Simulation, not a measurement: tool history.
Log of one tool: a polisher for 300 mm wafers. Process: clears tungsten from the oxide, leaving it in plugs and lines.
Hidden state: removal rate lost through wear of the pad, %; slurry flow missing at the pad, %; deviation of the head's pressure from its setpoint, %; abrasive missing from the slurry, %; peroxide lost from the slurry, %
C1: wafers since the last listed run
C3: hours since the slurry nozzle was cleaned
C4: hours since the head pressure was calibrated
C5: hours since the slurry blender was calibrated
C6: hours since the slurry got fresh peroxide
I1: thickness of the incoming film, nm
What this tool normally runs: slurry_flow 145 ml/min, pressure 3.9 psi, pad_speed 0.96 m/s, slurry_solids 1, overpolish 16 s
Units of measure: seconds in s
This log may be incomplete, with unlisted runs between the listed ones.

run 1 hour=0 | slurry_flow=145 pressure=3.9 pad_speed=0.96 slurry_solids=1 overpolish=16 | C1=0 wafers_polished_on_this_pad=128 C3=754.7 C4=676.9 C5=117.9 C6=26.8 | I1=506 | seconds=104.7
-- hour=6.6 slurry nozzle cleaned
run 2 hour=8.7 | slurry_flow=145 pressure=3.9 pad_speed=0.96 slurry_solids=1 overpolish=16 | C1=61 wafers_polished_on_this_pad=189 C3=2.1 C4=685.6 C5=126.6 C6=35.5 | I1=501 | seconds=107.8
run 3 hour=26.5 | slurry_flow=145 pressure=3.9 pad_speed=0.96 slurry_solids=1 overpolish=16 | C1=142 wafers_polished_on_this_pad=331 C3=19.9 C4=703.4 C5=144.4 C6=53.3 | I1=496.3 | seconds=106.8
run 4 hour=41.6 | slurry_flow=145 pressure=3.9 pad_speed=0.96 slurry_solids=1 overpolish=16 | C1=120 wafers_polished_on_this_pad=452 C3=35 C4=718.5 C5=159.5 C6=68.4 | I1=500.2 | seconds=109.8
run 5 hour=56.5 | slurry_flow=160 pressure=3.9 pad_speed=0.96 slurry_solids=1 overpolish=16 | C1=118 wafers_polished_on_this_pad=570 C3=49.9 C4=733.4 C5=174.4 C6=83.3 | I1=497.9 | seconds=111.6
run 6 hour=71.2 | slurry_flow=160 pressure=3.9 pad_speed=0.96 slurry_solids=1 overpolish=16 | C1=117 wafers_polished_on_this_pad=688 C3=64.6 C4=748.1 C5=189.1 C6=98 | I1=492.5 | seconds=108.8
run 7 hour=77.5 | slurry_flow=160 pressure=3.9 pad_speed=0.96 slurry_solids=1 overpolish=16 | C1=50 wafers_polished_on_this_pad=738 C3=70.9 C4=754.4 C5=195.4 C6=104.3 | I1=498.2 | seconds=111.7
run 8 hour=84.8 | slurry_flow=145 pressure=3.9 pad_speed=0.96 slurry_solids=1 overpolish=16 | C1=58 wafers_polished_on_this_pad=796 C3=78.2 C4=761.7 C5=202.7 C6=111.6 | I1=502.5 | seconds=115.6
-- hour=92.5 worn pad replaced by a new one
run 9 hour=100.5 | slurry_flow=95 pressure=2.6 pad_speed=1.08 slurry_solids=1 overpolish=10 | C1=93 wafers_polished_on_this_pad=64 C3=93.9 C4=777.4 C5=218.4 C6=127.3 | I1=499.5 | seconds=160
run 10 hour=116.6 | slurry_flow=175 pressure=3.9 pad_speed=0.8 slurry_solids=1 overpolish=16 | C1=128 wafers_polished_on_this_pad=192 C3=110 C4=793.5 C5=234.5 C6=143.4 | I1=501.8 | seconds=122.4
run 11 hour=131.3 | slurry_flow=145 pressure=3.9 pad_speed=0.96 slurry_solids=1 overpolish=16 | C1=117 wafers_polished_on_this_pad=309 C3=124.7 C4=808.2 C5=249.2 C6=158.1 | I1=498.6 | seconds=109.7
-- hour=143.8 slurry blender recalibrated
run 12 hour=144.3 | slurry_flow=145 pressure=4.8 pad_speed=0.96 slurry_solids=1 overpolish=8 | C1=87 wafers_polished_on_this_pad=397 C3=137.7 C4=821.2 C5=0.5 C6=171.1 | I1=493.4 | seconds=89.4
-- hour=147.3 head pressure recalibrated
run 13 hour=148.4 | slurry_flow=145 pressure=3.9 pad_speed=0.96 slurry_solids=1 overpolish=16 | C1=16 wafers_polished_on_this_pad=414 C3=141.8 C4=1.1 C5=4.6 C6=175.2 | I1=507.8 | seconds=112.6
-- hour=149.7 slurry tank refilled with fresh slurry and peroxide
run 14 hour=154.5 | slurry_flow=120 pressure=3.9 pad_speed=0.96 slurry_solids=1 overpolish=13 | C1=40 wafers_polished_on_this_pad=455 C3=147.9 C4=7.2 C5=10.7 C6=4.8 | I1=498.7 | seconds=114.9
run 15 hour=162.1 | slurry_flow=145 pressure=3.9 pad_speed=0.96 slurry_solids=1 overpolish=16 | C1=60 wafers_polished_on_this_pad=515 C3=155.5 C4=14.8 C5=18.3 C6=12.4 | I1=501.4 | seconds=113.3
run 16 hour=176.9 | slurry_flow=145 pressure=4.9 pad_speed=1.18 slurry_solids=1.2 overpolish=16 | C1=118 wafers_polished_on_this_pad=633 C3=170.3 C4=29.6 C5=33.1 C6=27.2 | I1=497.4 | seconds=70.9
-- hour=190.4 worn pad replaced by a new one
run 17 hour=190.9 | slurry_flow=145 pressure=3.9 pad_speed=0.96 slurry_solids=1 overpolish=16 | C1=79 wafers_polished_on_this_pad=4 C3=184.3 C4=43.6 C5=47.1 C6=41.2 | I1=496.6 | seconds=108
run 18 hour=196.1 | slurry_flow=145 pressure=3.9 pad_speed=1.28 slurry_solids=1 overpolish=16 | C1=41 wafers_polished_on_this_pad=45 C3=189.5 C4=48.8 C5=52.3 C6=46.4 | I1=502 | seconds=80.5
run 19 hour=203.9 | slurry_flow=120 pressure=4.6 pad_speed=1.24 slurry_solids=1.1 overpolish=16 | C1=62 wafers_polished_on_this_pad=107 C3=197.3 C4=56.6 C5=60.1 C6=54.2 | I1=502.1 | seconds=73.9
run 20 hour=211.4 | slurry_flow=145 pressure=3.3 pad_speed=0.96 slurry_solids=1 overpolish=7 | C1=59 wafers_polished_on_this_pad=167 C3=204.8 C4=64.1 C5=67.6 C6=61.7 | I1=502.8 | seconds=132.3
run 21 hour=220.2 | slurry_flow=185 pressure=2.9 pad_speed=0.96 slurry_solids=1 overpolish=16 | C1=70 wafers_polished_on_this_pad=238 C3=213.6 C4=72.9 C5=76.4 C6=70.5 | I1=509.6 | seconds=142
run 22 hour=236.8 | slurry_flow=145 pressure=3.9 pad_speed=0.96 slurry_solids=1 overpolish=16 | C1=132 wafers_polished_on_this_pad=370 C3=230.2 C4=89.5 C5=93 C6=87.1 | I1=492.6 | seconds=106
run 23 hour=243.3 | slurry_flow=175 pressure=4.8 pad_speed=0.74 slurry_solids=0.75 overpolish=16 | C1=51 wafers_polished_on_this_pad=422 C3=236.7 C4=96 C5=99.5 C6=93.6 | I1=495.8 | seconds=115.5
run 24 hour=250.5 | slurry_flow=115 pressure=3.9 pad_speed=0.96 slurry_solids=1.1 overpolish=16 | C1=57 wafers_polished_on_this_pad=479 C3=243.9 C4=103.2 C5=106.7 C6=100.8 | I1=495 | seconds=115.5
run 25 hour=265.1 | slurry_flow=145 pressure=3.9 pad_speed=0.96 slurry_solids=1 overpolish=11 | C1=116 wafers_polished_on_this_pad=596 C3=258.5 C4=117.8 C5=121.3 C6=115.4 | I1=496.3 | seconds=113
run 26 hour=274.8 | slurry_flow=170 pressure=3.9 pad_speed=0.96 slurry_solids=1.25 overpolish=16 | C1=77 wafers_polished_on_this_pad=673 C3=268.2 C4=127.5 C5=131 C6=125.1 | I1=495.4 | seconds=107
run 27 hour=281.7 | slurry_flow=145 pressure=3.9 pad_speed=0.96 slurry_solids=1 overpolish=16 | C1=55 wafers_polished_on_this_pad=728 C3=275.1 C4=134.4 C5=137.9 C6=132 | I1=498.8 | seconds=114.4
-- hour=291 worn pad replaced by a new one
run 28 hour=294.9 | slurry_flow=145 pressure=3.9 pad_speed=0.96 slurry_solids=1 overpolish=16 | C1=73 wafers_polished_on_this_pad=30 C3=288.3 C4=147.6 C5=151.1 C6=145.2 | I1=508.8 | seconds=107

What if the next run were any one of these 3? Each begins from the tool's condition after run 28:
run A hour=295.4 | slurry_flow=145 pressure=3.9 pad_speed=0.96 slurry_solids=1 overpolish=16 | C1=3 wafers_polished_on_this_pad=34 C3=288.8 C4=148.1 C5=151.6 C6=145.7 | I1=491.6 | seconds=?
run B hour=295.4 | slurry_flow=175 pressure=3.4 pad_speed=0.96 slurry_solids=0.8 overpolish=16 | C1=3 wafers_polished_on_this_pad=34 C3=288.8 C4=148.1 C5=151.6 C6=145.7 | I1=491.6 | seconds=?
run C hour=295.4 | slurry_flow=115 pressure=2.7 pad_speed=0.96 slurry_solids=1 overpolish=16 | C1=3 wafers_polished_on_this_pad=34 C3=288.8 C4=148.1 C5=151.6 C6=145.7 | I1=491.6 | seconds=?

run=A seconds=102.5
run=B seconds=118.2
run=C seconds=156
Take away the tool's hidden state, keep each run's random variation, and the runs would have read:
run=A seconds=102
run=B seconds=117.7
run=C seconds=155.3

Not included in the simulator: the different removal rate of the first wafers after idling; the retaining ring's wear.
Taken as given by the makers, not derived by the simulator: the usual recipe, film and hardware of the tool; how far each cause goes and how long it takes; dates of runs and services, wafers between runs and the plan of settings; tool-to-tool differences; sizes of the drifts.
